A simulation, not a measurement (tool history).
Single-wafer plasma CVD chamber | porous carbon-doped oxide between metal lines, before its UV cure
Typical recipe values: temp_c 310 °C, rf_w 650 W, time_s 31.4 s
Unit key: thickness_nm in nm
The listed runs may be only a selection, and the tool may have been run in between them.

| run | hour | temp_c | rf_w | time_s | wafers since the last listed run | hours since the last thermocouple change | hours since the last RF generator calibration | hours since the showerhead was replaced | hours since the gauge calibration | read-back reference wafer on the same gauge, thickness_nm | thickness_nm |
|---|---|---|---|---|---|---|---|---|---|---|---|
| 1 | 0.0 | 310 | 650 | 29.0 | 0 | 2064.8 | 672.5 | 3264.7 | 820.6 | 164.072 | 169.878 |
| 2 | 73.0 | 310 | 650 | 31.4 | 2339 | 2137.8 | 745.5 | 3337.7 | 893.6 | 163.976 | 182.750 |
| 3 | 108.6 | 310 | 650 | 31.4 | 1140 | 2173.4 | 781.1 | 3373.3 | 929.2 | 164.044 | 182.749 |
| 4 | 137.9 | 310 | 650 | 31.4 | 938 | 2202.7 | 810.4 | 3402.6 | 958.5 | 164.005 | 182.596 |
| 5 | 169.4 | 310 | 650 | 31.4 | 1009 | 2234.2 | 841.9 | 3434.1 | 990.0 | 164.044 | 182.762 |
|  | 202.9 | RF generator calibrated |
|  | 209.4 | showerhead replaced |
|  | 215.6 | gauge calibrated |
| 6 | 237.8 | 310 | 650 | 31.4 | 1728 | 2302.6 | 34.9 | 28.4 | 22.2 | 163.969 | 183.114 |
| 7 | 266.9 | 310 | 745 | 31.4 | 932 | 2331.7 | 64.0 | 57.5 | 51.3 | 163.946 | 202.755 |
| 8 | 289.5 | 310 | 745 | 31.4 | 724 | 2354.3 | 86.6 | 80.1 | 73.9 | 164.024 | 202.304 |
| 9 | 303.2 | 310 | 650 | 31.4 | 438 | 2368.0 | 100.3 | 93.8 | 87.6 | 163.966 | 182.441 |
| 10 | 332.4 | 310 | 650 | 31.4 | 935 | 2397.2 | 129.5 | 123.0 | 116.8 | 164.055 | 182.937 |
| 11 | 361.4 | 310 | 650 | 31.4 | 929 | 2426.2 | 158.5 | 152.0 | 145.8 | 163.953 | 182.862 |
| 12 | 390.0 | 319 | 650 | 31.4 | 916 | 2454.8 | 187.1 | 180.6 | 174.4 | 164.028 | 174.285 |
| 13 | 416.3 | 319 | 650 | 31.4 | 842 | 2481.1 | 213.4 | 206.9 | 200.7 | 163.958 | 173.944 |
| 14 | 439.5 | 301 | 620 | 31.4 | 743 | 2504.3 | 236.6 | 230.1 | 223.9 | 163.986 | 185.909 |
| 15 | 456.0 | 310 | 650 | 26.1 | 528 | 2520.8 | 253.1 | 246.6 | 240.4 | 164.046 | 152.367 |
| 16 | 491.3 | 310 | 535 | 35.7 | 1131 | 2556.1 | 288.4 | 281.9 | 275.7 | 163.947 | 176.954 |
| 17 | 525.3 | 298 | 775 | 26.2 | 1089 | 2590.1 | 322.4 | 315.9 | 309.7 | 163.923 | 188.405 |
| 18 | 538.9 | 310 | 585 | 31.4 | 435 | 2603.7 | 336.0 | 329.5 | 323.3 | 163.955 | 168.540 |
| 19 | 566.5 | 306 | 650 | 31.4 | 884 | 2631.3 | 363.6 | 357.1 | 350.9 | 164.003 | 187.128 |
| 20 | 599.9 | 316 | 650 | 31.4 | 1070 | 2664.7 | 397.0 | 390.5 | 384.3 | 163.989 | 176.682 |
| 21 | 618.0 | 301 | 545 | 26.5 | 579 | 2682.8 | 415.1 | 408.6 | 402.4 | 164.074 | 142.741 |
|  | 645.2 | thermocouple changed; heater temperature recalibrated |
| 22 | 645.7 | 310 | 650 | 37.6 | 631 | 0.5 | 442.8 | 436.3 | 430.1 | 163.997 | 226.171 |
| 23 | 672.2 | 319 | 755 | 34.6 | 849 | 27.0 | 469.3 | 462.8 | 456.6 | 163.949 | 220.637 |
| 24 | 707.5 | 310 | 755 | 28.7 | 1131 | 62.3 | 504.6 | 498.1 | 491.9 | 163.943 | 193.572 |
| 25 | 737.6 | 303 | 525 | 31.4 | 964 | 92.4 | 534.7 | 528.2 | 522.0 | 164.032 | 166.530 |
| 26 | 771.6 | 314 | 750 | 31.4 | 1089 | 126.4 | 568.7 | 562.2 | 556.0 | 163.944 | 204.076 |
| 27 | 785.0 | 314 | 650 | 31.4 | 429 | 139.8 | 582.1 | 575.6 | 569.4 | 164.054 | 183.605 |
| 28 | 810.6 | 310 | 650 | 31.4 | 820 | 165.4 | 607.7 | 601.2 | 595.0 | 164.034 | 188.313 |
| 29 | 838.5 | 310 | 650 | 31.4 | 894 | 193.3 | 635.6 | 629.1 | 622.9 | 163.980 | 188.258 |
| 30 | 858.1 | 310 | 550 | 31.4 | 628 | 212.9 | 655.2 | 648.7 | 642.5 | 163.993 | 165.081 |
| 31 | 876.2 | 303 | 695 | 31.4 | 579 | 231.0 | 673.3 | 666.8 | 660.6 | 163.971 | 207.247 |
| 32 | 892.4 | 315 | 650 | 31.4 | 519 | 247.2 | 689.5 | 683.0 | 676.8 | 163.984 | 182.197 |
| 33 | 913.8 | 310 | 650 | 31.4 | 685 | 268.6 | 710.9 | 704.4 | 698.2 | 163.988 | 188.320 |

Forecast each of these 5 alternatives for the next run:
| A | 914.2 | 310 | 650 | 34.5 | 12 | 269.0 | 711.3 | 704.8 | 698.6 | ? | ? |
| B | 914.2 | 296 | 560 | 33.1 | 12 | 269.0 | 711.3 | 704.8 | 698.6 | ? | ? |
| C | 914.2 | 310 | 725 | 31.4 | 12 | 269.0 | 711.3 | 704.8 | 698.6 | ? | ? |
| D | 914.2 | 319 | 690 | 31.4 | 12 | 269.0 | 711.3 | 704.8 | 698.6 | ? | ? |
| E | 914.2 | 302 | 700 | 29.5 | 12 | 269.0 | 711.3 | 704.8 | 698.6 | ? | ? |

| run | read-back reference wafer on the same gauge, thickness_nm | thickness_nm |
|---|---|---|
| A | 163.997 | 204.641 |
| B | 163.997 | 191.368 |
| C | 163.997 | 202.639 |
| D | 163.997 | 185.258 |
| E | 163.997 | 195.328 |
With no hidden state in the tool, these same runs would have given:
| run | thickness_nm |
|---|---|
| A | 206.160 |
| B | 192.948 |
| C | 204.143 |
| D | 186.554 |
| E | 196.866 |

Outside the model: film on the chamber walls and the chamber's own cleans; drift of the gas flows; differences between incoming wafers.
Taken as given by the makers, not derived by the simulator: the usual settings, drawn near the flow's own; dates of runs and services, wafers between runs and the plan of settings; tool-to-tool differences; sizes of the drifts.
